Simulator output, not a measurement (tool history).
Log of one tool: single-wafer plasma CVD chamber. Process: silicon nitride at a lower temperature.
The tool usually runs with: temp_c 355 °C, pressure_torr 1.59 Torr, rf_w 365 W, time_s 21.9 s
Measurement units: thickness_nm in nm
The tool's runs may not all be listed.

run,day,temp_c,pressure_torr,rf_w,time_s,"read-back reference wafer on the same gauge, thickness_nm",thickness_nm
1,0.000,355,1.59,365,21.9,27.920,29.627
2,3.546,355,1.59,365,21.9,27.907,29.674
3,6.496,355,1.59,365,21.9,27.878,29.541
4,8.254,355,1.59,365,21.9,27.906,29.661
5,11.958,355,1.59,365,21.9,27.872,29.450
6,16.046,355,1.59,365,21.9,27.896,29.551
# day 16.712: thermocouple changed; heater temperature recalibrated
7,18.767,355,1.59,365,21.9,27.918,29.601
8,22.021,355,1.59,365,21.9,27.901,29.389
9,24.929,355,1.59,305,25.1,27.900,28.550
# day 25.412: capacitance manometer re-zeroed and calibrated
10,29.662,355,1.59,365,21.9,27.855,29.915
# day 33.271: RF generator calibrated
11,33.979,362,1.44,400,21.9,27.890,31.435
12,35.592,365,1.59,365,24.2,27.919,32.920
13,37.758,355,1.59,365,21.9,27.896,29.875
14,39.346,355,1.59,395,21.9,27.899,31.876
15,41.221,342,1.29,390,26.1,27.914,36.157
# day 43.421: showerhead replaced
16,43.442,355,1.59,310,23.0,27.884,27.047
17,45.046,344,1.59,365,20.7,27.868,28.357
18,47.046,359,1.88,365,21.9,27.888,30.747
19,49.971,355,1.46,365,21.9,27.914,29.272
# day 50.938: gauge calibrated
20,54.283,355,1.87,305,21.9,27.927,26.170
21,57.942,355,1.59,365,21.9,27.893,29.697
22,62.033,355,1.59,365,21.9,27.900,29.655
23,65.833,355,1.59,365,21.9,27.908,29.582
24,67.775,341,1.69,315,23.6,27.897,28.464
25,69.950,363,1.84,330,25.2,27.914,32.186
# day 72.342: thermocouple changed; heater temperature recalibrated
26,72.888,355,1.59,425,24.4,27.897,37.010
# day 75.821: capacitance manometer re-zeroed and calibrated
27,75.842,368,1.73,345,19.7,27.886,25.855

What if the next run were any one of these 5? Each begins from the tool's condition after run 27:
A,75.858,355,1.59,365,19.8,?,?
B,75.858,355,1.75,365,21.9,?,?
C,75.858,355,1.44,435,21.9,?,?
D,75.858,366,1.87,365,21.9,?,?
E,75.858,343,1.83,345,25.9,?,?

run,"read-back reference wafer on the same gauge, thickness_nm",thickness_nm
A,27.903,26.977
B,27.903,30.441
C,27.903,33.549
D,27.903,30.721
E,27.903,34.797
Without the tool's unlogged condition, the same runs would have read:
run,thickness_nm
A,27.031
B,30.501
C,33.618
D,30.782
E,34.866
